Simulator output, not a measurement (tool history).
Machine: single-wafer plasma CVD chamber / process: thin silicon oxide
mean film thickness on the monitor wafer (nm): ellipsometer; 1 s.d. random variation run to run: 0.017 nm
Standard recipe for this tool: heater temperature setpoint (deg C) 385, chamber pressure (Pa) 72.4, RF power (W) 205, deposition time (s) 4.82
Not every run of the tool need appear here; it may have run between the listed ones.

run   hour  heater temperature setpoint (deg C)  chamber pressure (Pa)  RF power (W)  deposition time (s)  read-back reference wafer on the same gauge, thickness_nm  mean film thickness on the monitor wafer (nm)
  1      0                                  385                   81.7           205                 4.82                                                      4.801                                          5.844
      24.6  -- capacitance manometer re-zeroed and calibrated
  2   35.9                                  385                   72.4           205                 4.82                                                      4.805                                          5.039
  3   52.3                                  385                   72.4           205                 4.82                                                      4.806                                          5.025
  4   59.3                                  385                   72.4           205                 4.82                                                        4.8                                          5.039
      75.6  -- showerhead replaced
  5   76.1                                  385                   72.4           205                 4.82                                                      4.792                                          5.037
  6   83.7                                  385                   72.4           205                 4.82                                                      4.794                                          5.045
      97.6  -- thermocouple changed; heater temperature recalibrated
  7   98.1                                  385                   72.4           205                 4.82                                                      4.797                                          5.027
  8    109                                  385                   72.4           205                 4.82                                                      4.806                                          5.056
  9  115.5                                  385                   72.4           205                 4.82                                                      4.806                                          5.019
 10  133.1                                  380                   85.9           205                 5.37                                                        4.8                                          6.666
     139.6  -- gauge calibrated
 11  150.4                                  385                   72.4           205                 3.96                                                      4.804                                          4.155
 12  169.5                                  385                   72.4           205                 4.82                                                      4.801                                          5.053
 13    186                                  385                   72.4           230                 4.04                                                      4.806                                          4.515
     201.7  -- RF generator calibrated
 14  202.2                                  390                   72.4           220                 4.82                                                      4.798                                          5.234
 15  203.2                                  371                   72.4           175                 4.82                                                      4.797                                          4.699
 16  216.4                                  385                     80           205                 4.12                                                      4.798                                          4.789
 17  229.1                                  385                   72.4           205                 4.82                                                      4.801                                          5.105
 18  238.5                                  385                   72.4           205                 4.82                                                      4.798                                           5.06
 19  246.5                                  385                   81.3           205                 4.82                                                      4.799                                          5.719
 20  261.5                                  394                   72.4           190                 4.82                                                      4.802                                          4.868
 21  274.7                                  378                   85.2           225                 5.59                                                      4.798                                          7.274
 22  286.2                                  385                   72.4           205                 4.82                                                      4.804                                          5.112
 23  294.8                                  385                   81.2           185                 4.82                                                      4.793                                          5.411
 24  310.6                                  396                   56.9           190                 4.56                                                      4.793                                          3.606
 25  327.1                                  385                   55.5           220                 4.82                                                      4.802                                          4.047
 26  342.8                                  374                   72.4           205                 4.82                                                      4.802                                           5.14
 27  352.4                                  390                   72.4           185                 4.82                                                      4.802                                          4.849
 28  362.9                                  395                   72.4           180                 4.82                                                      4.798                                          4.745

Alternative continuations, all from the tool just after run 28; predict every row:
  A  363.3                                  385                   72.4           215                 4.82                                                          ?                                              ?
  B  363.3                                  396                   72.4           170                 4.82                                                          ?                                              ?
  C  363.3                                  394                   80.9           190                 4.02                                                          ?                                              ?
  D  363.3                                  381                   77.7           190                 4.82                                                          ?                                              ?
  E  363.3                                  376                   63.9           230                 5.06                                                          ?                                              ?

run  read-back reference wafer on the same gauge, thickness_nm  mean film thickness on the monitor wafer (nm)
  A                                                        4.8                                          5.243
  B                                                        4.8                                          4.621
  C                                                        4.8                                          4.561
  D                                                        4.8                                          5.297
  E                                                        4.8                                          5.043
Had the tool no hidden state, the same runs would have come out as:
run  mean film thickness on the monitor wafer (nm)
  A                                          5.112
  B                                          4.506
  C                                          4.452
  D                                          5.169
  E                                          4.917

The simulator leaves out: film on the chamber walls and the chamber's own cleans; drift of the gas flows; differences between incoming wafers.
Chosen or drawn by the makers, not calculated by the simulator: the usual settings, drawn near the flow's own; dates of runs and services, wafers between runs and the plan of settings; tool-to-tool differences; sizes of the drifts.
